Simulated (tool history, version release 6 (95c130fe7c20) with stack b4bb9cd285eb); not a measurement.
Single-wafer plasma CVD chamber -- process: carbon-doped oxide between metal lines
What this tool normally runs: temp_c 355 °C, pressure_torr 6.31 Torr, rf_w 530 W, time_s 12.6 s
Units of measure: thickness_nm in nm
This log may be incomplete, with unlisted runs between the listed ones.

run   hour  temp_c  pressure_torr  rf_w  time_s  wafers since the last listed run  hours since the last thermocouple change  hours since the last RF generator calibration  hours since the last manometer calibration  hours since the showerhead was replaced  hours since the gauge calibration  read-back reference wafer on the same gauge, thickness_nm  thickness_nm
  1    0.0     355           7.37   450    12.6                                 0                                    2695.0                                         1573.8                                      2413.9                                   7781.7                              261.2                                                     55.692        63.096
      26.3  -- gauge calibrated
  2   30.8     355           6.31   530    14.1                               837                                    2725.8                                         1604.6                                      2444.7                                   7812.5                                4.5                                                     55.711        73.829
  3   59.6     355           6.31   530    14.1                               783                                    2754.6                                         1633.4                                      2473.5                                   7841.3                               33.3                                                     55.707        73.662
  4   83.7     355           6.31   530    12.6                               655                                    2778.7                                         1657.5                                      2497.6                                   7865.4                               57.4                                                     55.689        65.716
  5  104.1     355           6.31   530    12.6                               554                                    2799.1                                         1677.9                                      2518.0                                   7885.8                               77.8                                                     55.709        65.748
  6  116.2     355           6.31   530    12.6                               329                                    2811.2                                         1690.0                                      2530.1                                   7897.9                               89.9                                                     55.682        65.799
  7  147.9     355           6.31   530    12.6                               862                                    2842.9                                         1721.7                                      2561.8                                   7929.6                              121.6                                                     55.674        65.775
  8  182.4     355           6.31   530    12.6                               938                                    2877.4                                         1756.2                                      2596.3                                   7964.1                              156.1                                                     55.723        65.664
     202.1  -- thermocouple changed; heater temperature recalibrated
  9  207.8     355           6.31   530    12.6                               473                                       5.7                                         1781.6                                      2621.7                                   7989.5                              181.5                                                     55.678        65.539
 10  243.3     355           6.31   480    12.6                               965                                      41.2                                         1817.1                                      2657.2                                   8025.0                              217.0                                                     55.725        63.551
 11  265.4     348           5.04   630    12.6                               601                                      63.3                                         1839.2                                      2679.3                                   8047.1                              239.1                                                     55.715        69.950
     283.0  -- capacitance manometer re-zeroed and calibrated
 12  283.5     355           6.31   600    14.9                               274                                      81.4                                         1857.3                                         0.5                                   8065.2                              257.2                                                     55.688        80.747
 13  316.0     341           7.03   530    13.3                               883                                     113.9                                         1889.8                                        33.0                                   8097.7                              289.7                                                     55.673        73.144
     332.3  -- gauge calibrated
 14  345.9     343           6.31   460    10.8                               813                                     143.8                                         1919.7                                        62.9                                   8127.6                               13.6                                                     55.704        55.780
     374.3  -- RF generator calibrated
     375.1  -- showerhead replaced
 15  405.0     355           6.31   530    12.6                              1367                                     202.9                                           30.7                                       122.0                                     29.9                               72.7                                                     55.706        67.745
 16  431.8     348           7.09   530    14.4                               728                                     229.7                                           57.5                                       148.8                                     56.7                               99.5                                                     55.732        79.410
 17  453.9     355           6.31   530    12.6                               601                                     251.8                                           79.6                                       170.9                                     78.8                              121.6                                                     55.694        67.493
 18  480.2     355           6.31   425    13.5                               715                                     278.1                                          105.9                                       197.2                                    105.1                              147.9                                                     55.713        67.391
 19  510.3     355           6.31   530    14.2                               818                                     308.2                                          136.0                                       227.3                                    135.2                              178.0                                                     55.695        76.055
 20  527.9     355           6.31   600    14.9                               478                                     325.8                                          153.6                                       244.9                                    152.8                              195.6                                                     55.727        82.799

4 options for the next run, each taken on its own from the tool as it stands now. Forecast them:
  A  528.3     355           6.31   530    10.7                                10                                     326.2                                          154.0                                       245.3                                    153.2                              196.0                                                          ?             ?
  B  528.3     347           6.31   530    14.5                                10                                     326.2                                          154.0                                       245.3                                    153.2                              196.0                                                          ?             ?
  C  528.3     345           5.25   505    12.6                                10                                     326.2                                          154.0                                       245.3                                    153.2                              196.0                                                          ?             ?
  D  528.3     362           7.48   530    12.6                                10                                     326.2                                          154.0                                       245.3                                    153.2                              196.0                                                          ?             ?

run  read-back reference wafer on the same gauge, thickness_nm  thickness_nm
  A                                                     55.684        57.507
  B                                                     55.684        79.561
  C                                                     55.684        67.735
  D                                                     55.684        66.772
With the hidden condition removed and each run's random variation left untouched, the same runs would have given:
run  thickness_nm
  A        57.729
  B        79.868
  C        67.997
  D        67.030

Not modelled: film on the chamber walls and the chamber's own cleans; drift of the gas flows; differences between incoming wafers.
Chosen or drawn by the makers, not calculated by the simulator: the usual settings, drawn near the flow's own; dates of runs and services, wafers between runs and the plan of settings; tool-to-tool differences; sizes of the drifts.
